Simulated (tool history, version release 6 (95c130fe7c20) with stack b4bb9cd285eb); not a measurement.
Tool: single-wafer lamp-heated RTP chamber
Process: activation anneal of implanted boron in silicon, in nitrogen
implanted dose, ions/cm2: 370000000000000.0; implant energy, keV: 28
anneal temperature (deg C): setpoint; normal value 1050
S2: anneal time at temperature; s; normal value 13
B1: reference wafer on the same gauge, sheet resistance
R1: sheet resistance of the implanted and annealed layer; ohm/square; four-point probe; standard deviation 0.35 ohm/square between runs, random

run 1 hour=0 | anneal_temperature_(deg_C)=1050 S2=9 | B1=209.1 | R1=231.54
run 2 hour=34.5 | anneal_temperature_(deg_C)=1034 S2=13 | B1=209.01 | R1=232.45
run 3 hour=62.7 | anneal_temperature_(deg_C)=1039 S2=17 | B1=209.16 | R1=230.9
run 4 hour=97.8 | anneal_temperature_(deg_C)=1050 S2=13 | B1=208.94 | R1=231.57
run 5 hour=190.6 | anneal_temperature_(deg_C)=1050 S2=13 | B1=208.94 | R1=231.53
run 6 hour=212.2 | anneal_temperature_(deg_C)=1050 S2=13 | B1=209 | R1=231.14
run 7 hour=228 | anneal_temperature_(deg_C)=1050 S2=7 | B1=209.05 | R1=232.42
-- hour=265.9 pyrometer window cleaned and pyrometer calibrated
run 8 hour=266.4 | anneal_temperature_(deg_C)=1050 S2=7 | B1=209.19 | R1=232.44
run 9 hour=275.9 | anneal_temperature_(deg_C)=1050 S2=7 | B1=208.89 | R1=231.66
-- hour=299.7 gauge calibrated
run 10 hour=307 | anneal_temperature_(deg_C)=1050 S2=13 | B1=208.93 | R1=231.2
run 11 hour=323.9 | anneal_temperature_(deg_C)=1050 S2=13 | B1=209 | R1=231.3
run 12 hour=356.7 | anneal_temperature_(deg_C)=1050 S2=13 | B1=208.98 | R1=230.67
run 13 hour=379.8 | anneal_temperature_(deg_C)=1050 S2=13 | B1=209.03 | R1=231
run 14 hour=397.1 | anneal_temperature_(deg_C)=1050 S2=8 | B1=209.11 | R1=232.2
run 15 hour=421.8 | anneal_temperature_(deg_C)=1050 S2=8 | B1=208.99 | R1=232.18
run 16 hour=457.8 | anneal_temperature_(deg_C)=1050 S2=8 | B1=209.12 | R1=232.25
run 17 hour=514.8 | anneal_temperature_(deg_C)=1050 S2=13 | B1=208.94 | R1=231.5
-- hour=526.3 pyrometer window cleaned and pyrometer calibrated
run 18 hour=538.3 | anneal_temperature_(deg_C)=1050 S2=20 | B1=208.93 | R1=230.22
-- hour=559.3 reflector plate cleaned
run 19 hour=559.8 | anneal_temperature_(deg_C)=1050 S2=13 | B1=209.08 | R1=230.29
run 20 hour=583.4 | anneal_temperature_(deg_C)=1021 S2=19 | B1=208.9 | R1=233.15
run 21 hour=612.6 | anneal_temperature_(deg_C)=1040 S2=18 | B1=208.95 | R1=230.94
run 22 hour=635.4 | anneal_temperature_(deg_C)=1079 S2=13 | B1=209.01 | R1=229.61
run 23 hour=651.5 | anneal_temperature_(deg_C)=1036 S2=20 | B1=208.87 | R1=231.17
run 24 hour=663.7 | anneal_temperature_(deg_C)=1024 S2=11 | B1=208.91 | R1=233.69
-- hour=747.1 pyrometer window cleaned and pyrometer calibrated
run 25 hour=759.2 | anneal_temperature_(deg_C)=1050 S2=13 | B1=208.93 | R1=230.6
run 26 hour=785.7 | anneal_temperature_(deg_C)=1030 S2=6 | B1=209 | R1=233.96
run 27 hour=802.4 | anneal_temperature_(deg_C)=1050 S2=9 | B1=209.17 | R1=231.59
run 28 hour=817.8 | anneal_temperature_(deg_C)=1026 S2=20 | B1=209.02 | R1=231.97
run 29 hour=846.7 | anneal_temperature_(deg_C)=1050 S2=19 | B1=208.88 | R1=230.62
-- hour=849.5 gauge calibrated
run 30 hour=869.6 | anneal_temperature_(deg_C)=1036 S2=9 | B1=209.14 | R1=233.16
run 31 hour=885.1 | anneal_temperature_(deg_C)=1069 S2=11 | B1=209 | R1=230.1
run 32 hour=919.8 | anneal_temperature_(deg_C)=1064 S2=17 | B1=209.01 | R1=230.11
run 33 hour=938.7 | anneal_temperature_(deg_C)=1050 S2=7 | B1=208.86 | R1=232.72
-- hour=973.4 pyrometer window cleaned and pyrometer calibrated
run 34 hour=974.7 | anneal_temperature_(deg_C)=1072 S2=18 | B1=209 | R1=230.32
run 35 hour=995.3 | anneal_temperature_(deg_C)=1050 S2=13 | B1=208.99 | R1=231.41
run 36 hour=1021.3 | anneal_temperature_(deg_C)=1070 S2=13 | B1=209.07 | R1=230.67
run 37 hour=1051.7 | anneal_temperature_(deg_C)=1023 S2=19 | B1=209 | R1=232.83
run 38 hour=1069.9 | anneal_temperature_(deg_C)=1023 S2=18 | B1=209.14 | R1=232.81

Branching from run 38: 3 alternative next runs. What would each branch give?
run A hour=1070.3 | anneal_temperature_(deg_C)=1050 S2=13 | B1=? | R1=?
run B hour=1070.3 | anneal_temperature_(deg_C)=1021 S2=17 | B1=? | R1=?
run C hour=1070.3 | anneal_temperature_(deg_C)=1027 S2=9 | B1=? | R1=?

run=A B1=209.05 R1=231.27
run=B B1=209.05 R1=233.31
run=C B1=209.05 R1=233.81
Without the tool's hidden state the same runs would have given:
run=A R1=231.27
run=B R1=233.31
run=C R1=233.81
